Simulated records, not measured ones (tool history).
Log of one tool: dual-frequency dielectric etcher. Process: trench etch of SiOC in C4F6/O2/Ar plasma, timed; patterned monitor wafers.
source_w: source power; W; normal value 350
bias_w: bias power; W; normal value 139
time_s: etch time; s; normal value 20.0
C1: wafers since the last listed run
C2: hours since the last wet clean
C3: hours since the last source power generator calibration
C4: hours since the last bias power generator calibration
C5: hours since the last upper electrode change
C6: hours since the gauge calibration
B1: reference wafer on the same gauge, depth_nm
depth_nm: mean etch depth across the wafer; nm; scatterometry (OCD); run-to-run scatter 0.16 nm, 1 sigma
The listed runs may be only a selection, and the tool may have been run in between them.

{"run": 1, "day": 0.0, "source_w": 350, "bias_w": 139, "time_s": 20.0, "C1": 0, "C2": 2.5, "C3": 968.2, "C4": 2553.6, "C5": 3197.1, "C6": 949.4, "B1": 33.14, "depth_nm": 37.84}
{"run": 2, "day": 3.496, "source_w": 350, "bias_w": 139, "time_s": 20.0, "C1": 926, "C2": 86.4, "C3": 1052.1, "C4": 2637.5, "C5": 3281.0, "C6": 1033.3, "B1": 33.14, "depth_nm": 37.57}
{"run": 3, "day": 5.538, "source_w": 350, "bias_w": 139, "time_s": 20.0, "C1": 540, "C2": 135.4, "C3": 1101.1, "C4": 2686.5, "C5": 3330.0, "C6": 1082.3, "B1": 33.19, "depth_nm": 37.21}
{"run": 4, "day": 7.204, "source_w": 350, "bias_w": 139, "time_s": 20.0, "C1": 441, "C2": 175.4, "C3": 1141.1, "C4": 2726.5, "C5": 3370.0, "C6": 1122.3, "B1": 33.19, "depth_nm": 37.67}
{"run": 5, "day": 9.212, "source_w": 350, "bias_w": 139, "time_s": 20.0, "C1": 532, "C2": 223.6, "C3": 1189.3, "C4": 2774.7, "C5": 3418.2, "C6": 1170.5, "B1": 33.17, "depth_nm": 37.62}
{"run": 6, "day": 11.146, "source_w": 350, "bias_w": 139, "time_s": 18.0, "C1": 512, "C2": 270.0, "C3": 1235.7, "C4": 2821.1, "C5": 3464.6, "C6": 1216.9, "B1": 33.16, "depth_nm": 33.84}
{"run": 7, "day": 13.908, "source_w": 350, "bias_w": 139, "time_s": 18.0, "C1": 731, "C2": 336.3, "C3": 1302.0, "C4": 2887.4, "C5": 3530.9, "C6": 1283.2, "B1": 33.21, "depth_nm": 33.84}
{"run": 8, "day": 17.408, "source_w": 350, "bias_w": 139, "time_s": 20.0, "C1": 927, "C2": 420.3, "C3": 1386.0, "C4": 2971.4, "C5": 3614.9, "C6": 1367.2, "B1": 33.22, "depth_nm": 37.7}
{"day": 20.258, "done": "wet clean of the chamber"}
{"run": 9, "day": 20.279, "source_w": 350, "bias_w": 139, "time_s": 20.0, "C1": 495, "C2": 0.5, "C3": 1454.9, "C4": 3040.3, "C5": 3683.8, "C6": 1436.1, "B1": 33.22, "depth_nm": 37.47}
{"run": 10, "day": 22.983, "source_w": 350, "bias_w": 139, "time_s": 20.0, "C1": 716, "C2": 65.4, "C3": 1519.8, "C4": 3105.2, "C5": 3748.7, "C6": 1501.0, "B1": 33.3, "depth_nm": 37.71}
{"run": 11, "day": 27.458, "source_w": 350, "bias_w": 139, "time_s": 20.0, "C1": 1185, "C2": 172.8, "C3": 1627.2, "C4": 3212.6, "C5": 3856.1, "C6": 1608.4, "B1": 33.27, "depth_nm": 37.98}
{"day": 31.721, "done": "gauge calibrated"}
{"run": 12, "day": 31.788, "source_w": 350, "bias_w": 139, "time_s": 21.5, "C1": 1146, "C2": 276.7, "C3": 1731.1, "C4": 3316.5, "C5": 3960.0, "C6": 1.6, "B1": 32.22, "depth_nm": 38.96}
{"run": 13, "day": 35.529, "source_w": 350, "bias_w": 139, "time_s": 21.5, "C1": 991, "C2": 366.5, "C3": 1820.9, "C4": 3406.3, "C5": 4049.8, "C6": 91.4, "B1": 32.33, "depth_nm": 39.46}
{"run": 14, "day": 37.562, "source_w": 350, "bias_w": 139, "time_s": 20.0, "C1": 538, "C2": 415.3, "C3": 1869.7, "C4": 3455.1, "C5": 4098.6, "C6": 140.2, "B1": 32.41, "depth_nm": 36.88}
{"run": 15, "day": 40.788, "source_w": 350, "bias_w": 139, "time_s": 20.0, "C1": 854, "C2": 492.7, "C3": 1947.1, "C4": 3532.5, "C5": 4176.0, "C6": 217.6, "B1": 32.47, "depth_nm": 37.02}
{"day": 42.962, "done": "wet clean of the chamber"}
{"run": 16, "day": 42.983, "source_w": 350, "bias_w": 139, "time_s": 20.0, "C1": 316, "C2": 0.5, "C3": 1999.8, "C4": 3585.2, "C5": 4228.7, "C6": 270.3, "B1": 32.56, "depth_nm": 37.02}
{"day": 45.438, "done": "bias power generator calibrated"}
{"day": 46.825, "done": "upper electrode replaced"}
{"run": 17, "day": 47.325, "source_w": 350, "bias_w": 139, "time_s": 20.0, "C1": 841, "C2": 104.7, "C3": 2104.0, "C4": 45.3, "C5": 12.0, "C6": 374.5, "B1": 32.63, "depth_nm": 37.04}
{"run": 18, "day": 48.846, "source_w": 400, "bias_w": 111, "time_s": 20.0, "C1": 402, "C2": 141.2, "C3": 2140.5, "C4": 81.8, "C5": 48.5, "C6": 411.0, "B1": 32.67, "depth_nm": 36.57}
{"run": 19, "day": 50.362, "source_w": 270, "bias_w": 105, "time_s": 16.5, "C1": 401, "C2": 177.6, "C3": 2176.9, "C4": 118.2, "C5": 84.9, "C6": 447.4, "B1": 32.7, "depth_nm": 24.38}
{"day": 52.508, "done": "source power generator calibrated"}
{"run": 20, "day": 54.171, "source_w": 370, "bias_w": 172, "time_s": 16.0, "C1": 964, "C2": 269.0, "C3": 39.9, "C4": 209.6, "C5": 176.3, "C6": 538.8, "B1": 32.79, "depth_nm": 32.55}
{"run": 21, "day": 56.129, "source_w": 350, "bias_w": 139, "time_s": 20.0, "C1": 518, "C2": 316.0, "C3": 86.9, "C4": 256.6, "C5": 223.3, "C6": 585.8, "B1": 32.81, "depth_nm": 36.98}
{"run": 22, "day": 58.458, "source_w": 260, "bias_w": 139, "time_s": 24.5, "C1": 617, "C2": 371.9, "C3": 142.8, "C4": 312.5, "C5": 279.2, "C6": 641.7, "B1": 32.89, "depth_nm": 38.88}
{"run": 23, "day": 61.567, "source_w": 440, "bias_w": 123, "time_s": 20.0, "C1": 823, "C2": 446.5, "C3": 217.4, "C4": 387.1, "C5": 353.8, "C6": 716.3, "B1": 32.91, "depth_nm": 40.02}
{"day": 64.988, "done": "wet clean of the chamber"}
{"run": 24, "day": 65.667, "source_w": 410, "bias_w": 139, "time_s": 25.0, "C1": 821, "C2": 16.3, "C3": 315.8, "C4": 485.5, "C5": 452.2, "C6": 814.7, "B1": 32.93, "depth_nm": 50.58}
{"run": 25, "day": 67.6, "source_w": 350, "bias_w": 139, "time_s": 15.5, "C1": 512, "C2": 62.7, "C3": 362.2, "C4": 531.9, "C5": 498.6, "C6": 861.1, "B1": 32.92, "depth_nm": 28.84}
{"run": 26, "day": 70.642, "source_w": 350, "bias_w": 139, "time_s": 17.5, "C1": 805, "C2": 135.7, "C3": 435.2, "C4": 604.9, "C5": 571.6, "C6": 934.1, "B1": 32.94, "depth_nm": 32.82}
{"run": 27, "day": 73.733, "source_w": 350, "bias_w": 139, "time_s": 20.0, "C1": 819, "C2": 209.9, "C3": 509.4, "C4": 679.1, "C5": 645.8, "C6": 1008.3, "B1": 33.0, "depth_nm": 37.06}
{"run": 28, "day": 76.754, "source_w": 350, "bias_w": 120, "time_s": 16.5, "C1": 800, "C2": 282.4, "C3": 581.9, "C4": 751.6, "C5": 718.3, "C6": 1080.8, "B1": 33.04, "depth_nm": 29.53}

Below are 4 alternative next runs, each starting from the tool's condition after run 28. Predict each:
{"run": "A", "day": 76.771, "source_w": 320, "bias_w": 139, "time_s": 20.0, "C1": 4, "C2": 282.8, "C3": 582.3, "C4": 752.0, "C5": 718.7, "C6": 1081.2, "B1": "?", "depth_nm": "?"}
{"run": "B", "day": 76.771, "source_w": 310, "bias_w": 124, "time_s": 17.0, "C1": 4, "C2": 282.8, "C3": 582.3, "C4": 752.0, "C5": 718.7, "C6": 1081.2, "B1": "?", "depth_nm": "?"}
{"run": "C", "day": 76.771, "source_w": 320, "bias_w": 111, "time_s": 20.0, "C1": 4, "C2": 282.8, "C3": 582.3, "C4": 752.0, "C5": 718.7, "C6": 1081.2, "B1": "?", "depth_nm": "?"}
{"run": "D", "day": 76.771, "source_w": 280, "bias_w": 125, "time_s": 23.0, "C1": 4, "C2": 282.8, "C3": 582.3, "C4": 752.0, "C5": 718.7, "C6": 1081.2, "B1": "?", "depth_nm": "?"}

run=A B1=33.00 depth_nm=35.43
run=B B1=33.00 depth_nm=28.61
run=C B1=33.00 depth_nm=33.10
run=D B1=33.00 depth_nm=36.78
With the hidden condition removed and each run's random variation left untouched, the same runs would have given:
run=A depth_nm=34.67
run=B depth_nm=28.00
run=C depth_nm=32.39
run=D depth_nm=36.00

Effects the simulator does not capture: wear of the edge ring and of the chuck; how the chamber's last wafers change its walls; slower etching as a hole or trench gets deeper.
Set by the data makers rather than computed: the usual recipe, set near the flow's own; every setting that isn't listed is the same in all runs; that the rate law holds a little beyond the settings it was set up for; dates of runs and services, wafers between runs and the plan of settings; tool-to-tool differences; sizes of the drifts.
